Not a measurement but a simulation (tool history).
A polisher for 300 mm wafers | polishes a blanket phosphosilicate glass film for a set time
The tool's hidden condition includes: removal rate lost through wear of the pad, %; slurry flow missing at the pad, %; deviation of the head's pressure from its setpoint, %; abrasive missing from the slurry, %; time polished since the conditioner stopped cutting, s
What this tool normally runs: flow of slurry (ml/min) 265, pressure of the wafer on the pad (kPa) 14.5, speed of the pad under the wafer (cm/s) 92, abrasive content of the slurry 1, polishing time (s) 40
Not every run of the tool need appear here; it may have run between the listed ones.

| run | day | flow of slurry (ml/min) | pressure of the wafer on the pad (kPa) | speed of the pad under the wafer (cm/s) | abrasive content of the slurry | polishing time (s) | wafers since the last listed run | wafers polished on this pad | hours since the slurry nozzle was cleaned | hours since the head pressure was calibrated | hours since the slurry blender was calibrated | hours since the conditioning disc was replaced | incoming thickness of the incoming film, nm | film removed (Å) |
|---|---|---|---|---|---|---|---|---|---|---|---|---|---|---|
| 1 | 0 | 195 | 18.6 | 92 | 1 | 40 | 0 | 940 | 560.7 | 307.2 | 78.5 | 35 | 3391.8 | 2830 |
| 2 | 1.238 | 265 | 12.4 | 92 | 1 | 40 | 335 | 1275 | 590.4 | 336.9 | 108.2 | 64.7 | 3360 | 1984 |
| 3 | 2.7 | 265 | 14.5 | 92 | 1 | 40 | 396 | 1672 | 625.5 | 372 | 143.3 | 99.8 | 3397.4 | 2256 |
| 4 | 4.121 | 265 | 14.5 | 92 | 1 | 40 | 385 | 2057 | 659.6 | 406.1 | 177.4 | 133.9 | 3412.5 | 2265 |
|  | 4.412 | slurry nozzle cleaned |
| 5 | 5.221 | 170 | 10.3 | 70 | 1 | 40 | 287 | 2345 | 19.4 | 432.5 | 203.8 | 160.3 | 3331.1 | 1272 |
|  | 7.35 | worn pad replaced by a new one |
|  | 8.879 | conditioning disc replaced and pad reconditioned |
|  | 9.133 | head pressure recalibrated |
|  | 9.238 | slurry blender recalibrated |
| 6 | 9.496 | 210 | 14.5 | 92 | 0.75 | 33 | 1046 | 514 | 122 | 8.7 | 6.2 | 14.8 | 3371.4 | 1437 |
| 7 | 13.029 | 265 | 14.5 | 92 | 1 | 40 | 958 | 1473 | 206.8 | 93.5 | 91 | 99.6 | 3435.7 | 2143 |
| 8 | 13.812 | 265 | 14.5 | 114 | 1 | 40 | 212 | 1685 | 225.6 | 112.3 | 109.8 | 118.4 | 3373.7 | 2631 |
| 9 | 14.871 | 265 | 14.5 | 92 | 1 | 40 | 287 | 1972 | 251 | 137.7 | 135.2 | 143.8 | 3357.2 | 2218 |
| 10 | 15.467 | 265 | 14.5 | 78 | 1 | 40 | 161 | 2134 | 265.3 | 152 | 149.5 | 158.1 | 3361 | 1969 |
| 11 | 16.004 | 265 | 14.5 | 74 | 1 | 40 | 145 | 2280 | 278.2 | 164.9 | 162.4 | 171 | 3396 | 1826 |
| 12 | 17.233 | 265 | 14.5 | 92 | 1 | 40 | 333 | 2613 | 307.7 | 194.4 | 191.9 | 200.5 | 3357.2 | 2203 |
|  | 18.075 | worn pad replaced by a new one |
| 13 | 18.9 | 265 | 10.3 | 92 | 1 | 48 | 406 | 224 | 347.7 | 234.4 | 231.9 | 240.5 | 3386 | 1970 |
| 14 | 20.192 | 265 | 14.5 | 92 | 1 | 40 | 350 | 574 | 378.7 | 265.4 | 262.9 | 271.5 | 3351.2 | 2261 |
|  | 20.321 | conditioning disc replaced and pad reconditioned |
| 15 | 21.408 | 265 | 14.5 | 92 | 1 | 40 | 307 | 882 | 407.9 | 294.6 | 292.1 | 26.1 | 3351.3 | 2329 |
|  | 21.721 | slurry blender recalibrated |
| 16 | 22.646 | 265 | 14.5 | 92 | 1 | 40 | 313 | 1195 | 437.6 | 324.3 | 22.2 | 55.8 | 3378 | 2259 |
| 17 | 23.842 | 265 | 14.5 | 100 | 1 | 49 | 324 | 1519 | 466.3 | 353 | 50.9 | 84.5 | 3394 | 3011 |
| 18 | 25.092 | 210 | 14.5 | 92 | 1 | 47 | 339 | 1858 | 496.3 | 383 | 80.9 | 114.5 | 3378.8 | 2609 |
| 19 | 26.454 | 265 | 10.3 | 92 | 1 | 48 | 369 | 2228 | 529 | 415.7 | 113.6 | 147.2 | 3399.4 | 1967 |
| 20 | 27.904 | 265 | 14.5 | 118 | 1 | 40 | 393 | 2621 | 563.8 | 450.5 | 148.4 | 182 | 3353.5 | 2820 |
| 21 | 28.688 | 290 | 14.5 | 120 | 1 | 33 | 212 | 2834 | 582.6 | 469.3 | 167.2 | 200.8 | 3341.8 | 2350 |
| 22 | 29.342 | 315 | 18.6 | 92 | 1.15 | 40 | 177 | 3011 | 598.3 | 485 | 182.9 | 216.5 | 3342.3 | 3147 |
| 23 | 30.438 | 230 | 14.5 | 92 | 0.7 | 40 | 297 | 3309 | 624.6 | 511.3 | 209.2 | 242.8 | 3370.4 | 1940 |
|  | 30.958 | head pressure recalibrated |
|  | 30.962 | worn pad replaced by a new one |
| 24 | 31.742 | 265 | 14.5 | 92 | 1 | 40 | 329 | 211 | 655.9 | 18.8 | 240.5 | 274.1 | 3420.9 | 2127 |

Hidden state, per run?
removal rate lost through wear of the pad, %: 0 in every run
slurry flow missing at the pad, %: 0 in every run
abrasive missing from the slurry, %: 0 in every run
time polished since the conditioner stopped cutting, s: 0 in every run
H1: deviation of the head's pressure from its setpoint, %
| run | H1 |
|---|---|
| 1 | 9.59 |
| 2 | 9.96 |
| 3 | 10.3 |
| 4 | 10.6 |
| 5 | 10.8 |
| 6 | 0.282 |
| 7 | 4.53 |
| 8 | 5.25 |
| 9 | 6.12 |
| 10 | 6.56 |
| 11 | 6.93 |
| 12 | 7.69 |
| 13 | 8.55 |
| 14 | 9.11 |
| 15 | 9.56 |
| 16 | 9.96 |
| 17 | 10.3 |
| 18 | 10.6 |
| 19 | 10.9 |
| 20 | 11.1 |
| 21 | 11.2 |
| 22 | 11.3 |
| 23 | 11.4 |
| 24 | 1.42 |

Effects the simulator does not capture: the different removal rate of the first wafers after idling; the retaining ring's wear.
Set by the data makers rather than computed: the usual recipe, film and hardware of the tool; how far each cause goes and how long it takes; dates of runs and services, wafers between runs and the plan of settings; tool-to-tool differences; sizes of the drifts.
